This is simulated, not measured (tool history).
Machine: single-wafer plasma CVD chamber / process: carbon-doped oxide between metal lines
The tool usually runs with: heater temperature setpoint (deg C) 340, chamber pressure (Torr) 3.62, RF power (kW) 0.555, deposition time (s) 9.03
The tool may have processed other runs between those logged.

run,hour,heater temperature setpoint (deg C),chamber pressure (Torr),RF power (kW),deposition time (s),"read-back reference wafer on the same gauge, thickness_nm",mean film thickness on the monitor wafer (nm)
1,0.0,340,3.62,0.555,9.03,60.312,49.886
2,14.6,340,3.62,0.555,9.03,60.289,49.853
3,50.6,340,3.62,0.555,9.03,60.274,49.467
4,77.3,340,3.62,0.555,9.03,60.289,49.915
# hour 98.5: gauge calibrated
5,110.1,345,3.62,0.555,9.03,60.287,48.644
6,210.1,340,3.62,0.555,9.03,60.281,49.553
# hour 243.3: thermocouple changed; heater temperature recalibrated
7,243.8,340,3.62,0.555,9.03,60.311,50.001
# hour 272.2: RF generator calibrated
8,272.7,340,3.62,0.555,9.03,60.331,50.602
# hour 294.6: showerhead replaced
9,295.5,340,3.62,0.555,9.03,60.316,50.675
10,329.3,340,3.99,0.555,7.65,60.300,43.297
11,351.4,340,3.62,0.555,9.03,60.305,50.603
12,370.1,340,3.62,0.555,9.03,60.298,50.538
# hour 381.3: capacitance manometer re-zeroed and calibrated
13,403.1,345,3.62,0.595,9.03,60.256,51.113
14,425.8,340,3.62,0.605,9.03,60.306,51.984
15,440.7,340,3.32,0.520,9.03,60.287,48.957
16,457.6,340,4.09,0.555,7.51,60.302,42.484
17,482.2,351,3.62,0.555,9.03,60.277,48.538
18,500.2,340,4.35,0.620,9.76,60.276,57.369
19,530.3,340,4.41,0.555,7.72,60.325,43.867

Expected results for the next run?
20,556.6,340,3.62,0.555,9.03,?,?

Run 20 gave read-back reference wafer on the same gauge, thickness_nm 60.304, mean film thickness on the monitor wafer (nm) 50.245.
Take away the tool's hidden state, keep the run-to-run variation as it was, and the same run would have given mean film thickness on the monitor wafer (nm) 50.810.
